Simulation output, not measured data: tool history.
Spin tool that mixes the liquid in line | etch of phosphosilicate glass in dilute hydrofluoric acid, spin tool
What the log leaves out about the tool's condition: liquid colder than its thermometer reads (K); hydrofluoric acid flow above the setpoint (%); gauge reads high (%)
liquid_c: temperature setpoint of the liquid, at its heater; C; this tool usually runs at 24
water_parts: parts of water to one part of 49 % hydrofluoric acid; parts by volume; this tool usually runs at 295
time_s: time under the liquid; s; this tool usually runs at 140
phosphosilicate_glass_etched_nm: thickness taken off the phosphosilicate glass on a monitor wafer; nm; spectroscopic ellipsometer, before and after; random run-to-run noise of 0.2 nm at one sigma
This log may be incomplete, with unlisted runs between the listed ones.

run   hour  liquid_c  water_parts  time_s  wafers since the last listed run  hours since the thermometer was replaced  hours since the hydrofluoric acid flow meter was replaced  hours since the gauge calibration  read-back film thickness of the phosphosilicate glass reference wafer, read on the same gauge (nm)  phosphosilicate_glass_etched_nm
  1      0        24          295     140                                 0                                     167.4                                                     1869.3                              304.4                                                                                              100.04                            50.78
  2   12.3        24          295     140                                85                                     179.7                                                     1881.6                              316.7                                                                                               99.98                            50.89
  3   42.2        24          295     140                               206                                     209.6                                                     1911.5                              346.6                                                                                              100.01                            50.82
  4   57.7      20.5          295     140                               107                                     225.1                                                       1927                              362.1                                                                                              100.03                             45.1
  5   72.8      20.5          295     140                               104                                     240.2                                                     1942.1                              377.2                                                                                               99.97                            44.98
  6   99.2      20.5          295     140                               182                                     266.6                                                     1968.5                              403.6                                                                                               99.97                            44.69
  7  132.9        24          295     170                               233                                     300.3                                                     2002.2                              437.3                                                                                               99.97                            62.03
  8  146.5        24          295     170                                94                                     313.9                                                     2015.8                              450.9                                                                                              100.01                            61.97
  9  177.1        22          295     140                               211                                     344.5                                                     2046.4                              481.5                                                                                              100.02                            47.55
 10  249.3        24          295     140                               499                                     416.7                                                     2118.6                              553.7                                                                                                 100                             50.6
 11  282.7        24          295     140                               231                                     450.1                                                       2152                              587.1                                                                                              100.01                            51.16
 12    315        24          295     140                               223                                     482.4                                                     2184.3                              619.4                                                                                                 100                            50.72
 13  330.4        24          295     190                               106                                     497.8                                                     2199.7                              634.8                                                                                              100.02                            69.22
 14    343        24          295     190                                87                                     510.4                                                     2212.3                              647.4                                                                                                 100                             69.3
 15  355.9        28          350     140                                89                                     523.3                                                     2225.2                              660.3                                                                                              100.01                            46.39
 16  384.8      28.5          295      60                               199                                     552.2                                                     2254.1                              689.2                                                                                               99.99                             25.5
 17  409.9        24          295     140                               173                                     577.3                                                     2279.2                              714.3                                                                                               99.99                            50.92
 18  451.8        24          295     170                               289                                     619.2                                                     2321.1                              756.2                                                                                               99.98                            61.77
 19  517.7      21.5          295      65                               455                                     685.1                                                       2387                              822.1                                                                                                 100                            21.59
     526.3  -- thermometer replaced
 20  596.2        29          295     100                               536                                      69.9                                                     2465.5                              900.6                                                                                              100.05                            43.38
 21  620.8        24          295     140                               170                                      94.5                                                     2490.1                              925.2                                                                                              100.02                            50.86
     638.4  -- hydrofluoric acid flow meter replaced
 22  650.9        24          230     140                               201                                     124.6                                                       12.5                              955.3                                                                                                 100                            69.66

Run 23 comes next. What will it give?
 23  727.1      28.5          160      75                               527                                     200.8                                                       88.7                             1031.5                                                                                                   ?                                ?

read-back film thickness of the phosphosilicate glass reference wafer, read on the same gauge (nm): 100.03
phosphosilicate_glass_etched_nm: 68.55 nm
Take away the tool's hidden state, keep the run-to-run variation as it was, and the same run would have given phosphosilicate_glass_etched_nm 68.55 nm.
